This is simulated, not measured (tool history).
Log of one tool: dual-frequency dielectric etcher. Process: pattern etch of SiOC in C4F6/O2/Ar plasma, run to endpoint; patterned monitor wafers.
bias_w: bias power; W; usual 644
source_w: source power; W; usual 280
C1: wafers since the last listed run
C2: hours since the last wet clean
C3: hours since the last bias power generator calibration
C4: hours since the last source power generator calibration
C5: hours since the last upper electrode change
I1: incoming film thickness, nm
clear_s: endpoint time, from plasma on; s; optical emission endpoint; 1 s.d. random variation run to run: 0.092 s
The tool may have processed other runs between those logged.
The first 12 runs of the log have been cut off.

{"hour": 310.1, "done": "wet clean of the chamber"}
{"run": 13, "hour": 310.6, "bias_w": 644, "source_w": 250, "C1": 221, "C2": 0.5, "C3": 4459.6, "C4": 3869.7, "C5": 62.6, "I1": 47.15, "clear_s": 17.3}
{"run": 14, "hour": 310.9, "bias_w": 644, "source_w": 310, "C1": 4, "C2": 0.8, "C3": 4459.9, "C4": 3870, "C5": 62.9, "I1": 47.14, "clear_s": 15.6}
{"run": 15, "hour": 332.2, "bias_w": 644, "source_w": 310, "C1": 291, "C2": 22.1, "C3": 4481.2, "C4": 3891.3, "C5": 84.2, "I1": 47.12, "clear_s": 15.5}
{"run": 16, "hour": 353.8, "bias_w": 644, "source_w": 280, "C1": 295, "C2": 43.7, "C3": 4502.8, "C4": 3912.9, "C5": 105.8, "I1": 47.22, "clear_s": 16.3}
{"run": 17, "hour": 381.7, "bias_w": 644, "source_w": 280, "C1": 381, "C2": 71.6, "C3": 4530.7, "C4": 3940.8, "C5": 133.7, "I1": 47.2, "clear_s": 16.4}
{"run": 18, "hour": 400.2, "bias_w": 769, "source_w": 330, "C1": 252, "C2": 90.1, "C3": 4549.2, "C4": 3959.3, "C5": 152.2, "I1": 47.43, "clear_s": 14.2}
{"hour": 416.5, "done": "source power generator calibrated"}
{"run": 19, "hour": 421.5, "bias_w": 487, "source_w": 280, "C1": 236, "C2": 111.4, "C3": 4570.5, "C4": 5, "C5": 173.5, "I1": 46.97, "clear_s": 18.1}
{"hour": 428.3, "done": "bias power generator calibrated"}
{"run": 20, "hour": 453.7, "bias_w": 689, "source_w": 240, "C1": 385, "C2": 143.6, "C3": 25.4, "C4": 37.2, "C5": 205.7, "I1": 47.36, "clear_s": 17.2}
{"run": 21, "hour": 474.5, "bias_w": 603, "source_w": 210, "C1": 284, "C2": 164.4, "C3": 46.2, "C4": 58, "C5": 226.5, "I1": 47.16, "clear_s": 19.3}
{"run": 22, "hour": 496.0, "bias_w": 717, "source_w": 280, "C1": 293, "C2": 185.9, "C3": 67.7, "C4": 79.5, "C5": 248, "I1": 46.81, "clear_s": 15.5}
{"run": 23, "hour": 515.6, "bias_w": 769, "source_w": 330, "C1": 267, "C2": 205.5, "C3": 87.3, "C4": 99.1, "C5": 267.6, "I1": 47.3, "clear_s": 13.9}
{"run": 24, "hour": 533.3, "bias_w": 749, "source_w": 250, "C1": 242, "C2": 223.2, "C3": 105, "C4": 116.8, "C5": 285.3, "I1": 46.99, "clear_s": 16}
{"run": 25, "hour": 561.1, "bias_w": 769, "source_w": 260, "C1": 380, "C2": 251, "C3": 132.8, "C4": 144.6, "C5": 313.1, "I1": 47.03, "clear_s": 15.6}
{"run": 26, "hour": 595.4, "bias_w": 572, "source_w": 220, "C1": 468, "C2": 285.3, "C3": 167.1, "C4": 178.9, "C5": 347.4, "I1": 47.39, "clear_s": 19.4}
{"run": 27, "hour": 610.9, "bias_w": 644, "source_w": 280, "C1": 211, "C2": 300.8, "C3": 182.6, "C4": 194.4, "C5": 362.9, "I1": 47.1, "clear_s": 16.1}
{"run": 28, "hour": 640.8, "bias_w": 644, "source_w": 280, "C1": 408, "C2": 330.7, "C3": 212.5, "C4": 224.3, "C5": 392.8, "I1": 47.19, "clear_s": 16.4}
{"run": 29, "hour": 660.7, "bias_w": 644, "source_w": 280, "C1": 272, "C2": 350.6, "C3": 232.4, "C4": 244.2, "C5": 412.7, "I1": 46.88, "clear_s": 16.3}
{"run": 30, "hour": 687.6, "bias_w": 793, "source_w": 320, "C1": 367, "C2": 377.5, "C3": 259.3, "C4": 271.1, "C5": 439.6, "I1": 46.76, "clear_s": 14}

Branching from run 30: 3 alternative next runs. What would each branch give?
{"run": "A", "hour": 688.0, "bias_w": 793, "source_w": 280, "C1": 5, "C2": 377.9, "C3": 259.7, "C4": 271.5, "C5": 440, "I1": 47.49, "clear_s": "?"}
{"run": "B", "hour": 688.0, "bias_w": 731, "source_w": 320, "C1": 5, "C2": 377.9, "C3": 259.7, "C4": 271.5, "C5": 440, "I1": 47.49, "clear_s": "?"}
{"run": "C", "hour": 688.0, "bias_w": 716, "source_w": 340, "C1": 5, "C2": 377.9, "C3": 259.7, "C4": 271.5, "C5": 440, "I1": 47.49, "clear_s": "?"}

run=A clear_s=15
run=B clear_s=14.6
run=C clear_s=14.3
With the hidden condition removed and each run's random variation left untouched, the same runs would have given:
run=A clear_s=15
run=B clear_s=14.6
run=C clear_s=14.3

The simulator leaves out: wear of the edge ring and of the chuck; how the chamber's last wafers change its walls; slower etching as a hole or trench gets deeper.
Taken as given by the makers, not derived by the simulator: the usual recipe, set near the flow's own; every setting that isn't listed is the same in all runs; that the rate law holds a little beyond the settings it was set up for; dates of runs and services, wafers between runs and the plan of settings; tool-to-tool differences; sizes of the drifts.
